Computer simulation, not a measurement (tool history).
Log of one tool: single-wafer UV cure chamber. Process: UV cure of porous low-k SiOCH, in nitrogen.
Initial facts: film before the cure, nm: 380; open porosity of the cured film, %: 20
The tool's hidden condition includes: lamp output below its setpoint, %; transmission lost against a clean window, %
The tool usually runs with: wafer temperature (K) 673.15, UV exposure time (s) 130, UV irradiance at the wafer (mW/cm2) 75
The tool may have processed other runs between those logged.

run,hour,wafer temperature (K),UV exposure time (s),UV irradiance at the wafer (mW/cm2),wafers since the last listed run,hours since the UV bulbs were replaced,wafers since the quartz window was cleaned,loss of film thickness in the cure (%)
1,0,658.15,130,75,0,1492.9,2338,6.43
2,56.1,658.15,130,75,315,1549,2654,6.181
3,251.2,673.15,130,75,1098,1744.1,3752,6.496
4,326.3,673.15,70,75,422,1819.2,4175,4.319
5,386.4,673.15,70,75,338,1879.3,4514,4.274
6,422.9,673.15,70,75,205,1915.8,4719,4.333
# hour 460.2: quartz window cleaned
7,566.9,673.15,130,64,765,2059.8,600,5.654
8,608.9,673.15,130,64,236,2101.8,837,5.7
# hour 677.7: UV bulbs replaced
9,702.3,673.15,130,64,480,24.6,1317,4.72
10,775.8,673.15,130,55,413,98.1,1731,4.341
11,848.1,667.15,55,115,407,170.4,2138,3.734
12,887.3,665.15,185,40,220,209.6,2359,4.283
# hour 934.7: UV bulbs replaced, repeated, since the last time left the tool worse
13,958.6,673.15,130,56,356,23.9,2715,6.451
14,1061.2,673.15,130,75,577,126.5,3293,7.571
15,1124.5,663.15,55,75,356,189.8,3649,4.184
16,1169.4,673.15,130,99,252,234.7,3902,8.389
# hour 1235.9: quartz window cleaned
17,1274.7,656.15,130,75,547,340,218,7.175
18,1330.9,673.15,65,62,316,396.2,535,4.18
19,1407.7,681.15,130,75,432,473,967,7.374
20,1487.7,681.15,65,56,450,553,1417,3.863
21,1567.5,673.15,130,75,449,632.8,1867,7.25

Alternative continuations, all from the tool just after run 21; predict every row:
A,1568,673.15,130,75,2,633.3,1869,?
B,1568,688.15,105,75,2,633.3,1869,?
C,1568,673.15,170,75,2,633.3,1869,?

run,loss of film thickness in the cure (%)
A,6.962
B,6.374
C,7.998
Without the tool's hidden state the same runs would have given:
run,loss of film thickness in the cure (%)
A,7.294
B,6.698
C,8.343
